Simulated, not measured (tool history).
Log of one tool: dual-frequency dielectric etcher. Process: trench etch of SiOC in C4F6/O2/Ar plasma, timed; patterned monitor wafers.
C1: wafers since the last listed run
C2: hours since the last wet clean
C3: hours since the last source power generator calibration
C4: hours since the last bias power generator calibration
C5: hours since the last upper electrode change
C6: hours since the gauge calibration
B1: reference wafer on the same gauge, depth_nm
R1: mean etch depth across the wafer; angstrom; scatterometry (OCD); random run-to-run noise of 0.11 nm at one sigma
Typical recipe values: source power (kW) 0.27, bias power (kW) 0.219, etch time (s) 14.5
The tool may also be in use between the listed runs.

run 1 hour=0 | source_power_(kW)=0.27 bias_power_(kW)=0.219 etch_time_(s)=14.5 | C1=0 C2=134.3 C3=964 C4=194.5 C5=1617.5 C6=3257.2 | B1=25.77 | R1=263.4
run 2 hour=100.5 | source_power_(kW)=0.27 bias_power_(kW)=0.219 etch_time_(s)=14.5 | C1=1436 C2=234.8 C3=1064.5 C4=295 C5=1718 C6=3357.7 | B1=25.8 | R1=267.2
run 3 hour=161 | source_power_(kW)=0.27 bias_power_(kW)=0.259 etch_time_(s)=14.5 | C1=864 C2=295.3 C3=1125 C4=355.5 C5=1778.5 C6=3418.2 | B1=25.82 | R1=279.5
-- hour=178.3 gauge calibrated
run 4 hour=235.6 | source_power_(kW)=0.27 bias_power_(kW)=0.219 etch_time_(s)=14.5 | C1=1066 C2=369.9 C3=1199.6 C4=430.1 C5=1853.1 C6=57.3 | B1=25.82 | R1=267.3
run 5 hour=278.9 | source_power_(kW)=0.27 bias_power_(kW)=0.219 etch_time_(s)=14.5 | C1=618 C2=413.2 C3=1242.9 C4=473.4 C5=1896.4 C6=100.6 | B1=25.81 | R1=267.8
run 6 hour=371.8 | source_power_(kW)=0.27 bias_power_(kW)=0.219 etch_time_(s)=14.5 | C1=1327 C2=506.1 C3=1335.8 C4=566.3 C5=1989.3 C6=193.5 | B1=25.76 | R1=269
run 7 hour=470.3 | source_power_(kW)=0.27 bias_power_(kW)=0.271 etch_time_(s)=14.5 | C1=1407 C2=604.6 C3=1434.3 C4=664.8 C5=2087.8 C6=292 | B1=25.8 | R1=286.6
run 8 hour=558.5 | source_power_(kW)=0.32 bias_power_(kW)=0.197 etch_time_(s)=13 | C1=1260 C2=692.8 C3=1522.5 C4=753 C5=2176 C6=380.2 | B1=25.79 | R1=259.8
-- hour=588.6 wet clean of the chamber
run 9 hour=645.6 | source_power_(kW)=0.32 bias_power_(kW)=0.2 etch_time_(s)=10 | C1=901 C2=57 C3=1609.6 C4=840.1 C5=2263.1 C6=467.3 | B1=25.81 | R1=193.4
run 10 hour=732.6 | source_power_(kW)=0.33 bias_power_(kW)=0.179 etch_time_(s)=14.5 | C1=1243 C2=144 C3=1696.6 C4=927.1 C5=2350.1 C6=554.3 | B1=25.78 | R1=278.6
-- hour=762.4 source power generator calibrated
run 11 hour=919.8 | source_power_(kW)=0.27 bias_power_(kW)=0.176 etch_time_(s)=14.5 | C1=2617 C2=331.2 C3=157.4 C4=1114.3 C5=2537.3 C6=741.5 | B1=25.81 | R1=258.2
run 12 hour=1007.8 | source_power_(kW)=0.3 bias_power_(kW)=0.219 etch_time_(s)=14.5 | C1=1257 C2=419.2 C3=245.4 C4=1202.3 C5=2625.3 C6=829.5 | B1=25.81 | R1=289
run 13 hour=1107.2 | source_power_(kW)=0.24 bias_power_(kW)=0.219 etch_time_(s)=16.5 | C1=1420 C2=518.6 C3=344.8 C4=1301.7 C5=2724.7 C6=928.9 | B1=25.78 | R1=292.1
run 14 hour=1153.9 | source_power_(kW)=0.31 bias_power_(kW)=0.268 etch_time_(s)=18 | C1=667 C2=565.3 C3=391.5 C4=1348.4 C5=2771.4 C6=975.6 | B1=25.76 | R1=388.5
-- hour=1219.3 wet clean of the chamber
run 15 hour=1219.8 | source_power_(kW)=0.33 bias_power_(kW)=0.219 etch_time_(s)=14.5 | C1=598 C2=0.5 C3=457.4 C4=1414.3 C5=2837.3 C6=1041.5 | B1=25.81 | R1=300.2
run 16 hour=1253.8 | source_power_(kW)=0.27 bias_power_(kW)=0.219 etch_time_(s)=10.5 | C1=485 C2=34.5 C3=491.4 C4=1448.3 C5=2871.3 C6=1075.5 | B1=25.79 | R1=194.5
run 17 hour=1321.9 | source_power_(kW)=0.27 bias_power_(kW)=0.219 etch_time_(s)=14.5 | C1=973 C2=102.6 C3=559.5 C4=1516.4 C5=2939.4 C6=1143.6 | B1=25.78 | R1=268.7
-- hour=1431.8 upper electrode replaced
run 18 hour=1432.3 | source_power_(kW)=0.2 bias_power_(kW)=0.252 etch_time_(s)=16 | C1=1234 C2=213 C3=669.9 C4=1626.8 C5=0.5 C6=1254 | B1=25.8 | R1=257
run 19 hour=1473.4 | source_power_(kW)=0.27 bias_power_(kW)=0.17 etch_time_(s)=18.5 | C1=587 C2=254.1 C3=711 C4=1667.9 C5=41.6 C6=1295.1 | B1=25.81 | R1=322.9
run 20 hour=1558.9 | source_power_(kW)=0.33 bias_power_(kW)=0.273 etch_time_(s)=18 | C1=1221 C2=339.6 C3=796.5 C4=1753.4 C5=127.1 C6=1380.6 | B1=25.79 | R1=400.6
run 21 hour=1619.1 | source_power_(kW)=0.27 bias_power_(kW)=0.219 etch_time_(s)=14.5 | C1=860 C2=399.8 C3=856.7 C4=1813.6 C5=187.3 C6=1440.8 | B1=25.84 | R1=268.9
run 22 hour=1678.4 | source_power_(kW)=0.27 bias_power_(kW)=0.219 etch_time_(s)=14.5 | C1=847 C2=459.1 C3=916 C4=1872.9 C5=246.6 C6=1500.1 | B1=25.8 | R1=271.7
run 23 hour=1783.9 | source_power_(kW)=0.27 bias_power_(kW)=0.219 etch_time_(s)=14.5 | C1=1507 C2=564.6 C3=1021.5 C4=1978.4 C5=352.1 C6=1605.6 | B1=25.81 | R1=272
run 24 hour=1890.5 | source_power_(kW)=0.27 bias_power_(kW)=0.219 etch_time_(s)=14.5 | C1=1523 C2=671.2 C3=1128.1 C4=2085 C5=458.7 C6=1712.2 | B1=25.79 | R1=271.2
-- hour=1922.1 wet clean of the chamber
run 25 hour=1954.9 | source_power_(kW)=0.27 bias_power_(kW)=0.219 etch_time_(s)=16 | C1=577 C2=32.8 C3=1192.5 C4=2149.4 C5=523.1 C6=1776.6 | B1=25.8 | R1=290.2
run 26 hour=2003.5 | source_power_(kW)=0.32 bias_power_(kW)=0.219 etch_time_(s)=13 | C1=694 C2=81.4 C3=1241.1 C4=2198 C5=571.7 C6=1825.2 | B1=25.81 | R1=258.1
run 27 hour=2072.9 | source_power_(kW)=0.27 bias_power_(kW)=0.197 etch_time_(s)=15.5 | C1=991 C2=150.8 C3=1310.5 C4=2267.4 C5=641.1 C6=1894.6 | B1=25.8 | R1=276.6
run 28 hour=2172.6 | source_power_(kW)=0.31 bias_power_(kW)=0.235 etch_time_(s)=14.5 | C1=1424 C2=250.5 C3=1410.2 C4=2367.1 C5=740.8 C6=1994.3 | B1=25.79 | R1=291.4
run 29 hour=2227.6 | source_power_(kW)=0.34 bias_power_(kW)=0.219 etch_time_(s)=11 | C1=785 C2=305.5 C3=1465.2 C4=2422.1 C5=795.8 C6=2049.3 | B1=25.77 | R1=230.4

For some of the steps in R1 from one run to the next: how much would appear even if the tool had no hidden state, given the settings, what came in and random variation, and how much remains for the hidden state plus any gauge scatter that the measured result and the result without hidden state don't share?
Hidden state present: etch rate over this chamber's usual, %; source power that arrives over what is set, %; bias power that arrives over what is set, %; gauge reads high (%).
Run 10 -> 11: source power (kW) 0.33 -> 0.27, bias power (kW) 0.179 -> 0.176, source power generator calibrated. R1 -20.4 angstrom: hidden state +10.7, all else -31.1.
Run 15 -> 16: source power (kW) 0.33 -> 0.27, etch time (s) 14.5 -> 10.5. R1 -105.7 angstrom: hidden state +1.9, all else -107.6.
Run 20 -> 21: source power (kW) 0.33 -> 0.27, bias power (kW) 0.273 -> 0.219, etch time (s) 18 -> 14.5. R1 -131.7 angstrom: hidden state +1.3, all else -133.
Run 24 -> 25: etch time (s) 14.5 -> 16, wet clean of the chamber. R1 +19 angstrom: hidden state -10.9, all else +29.9.
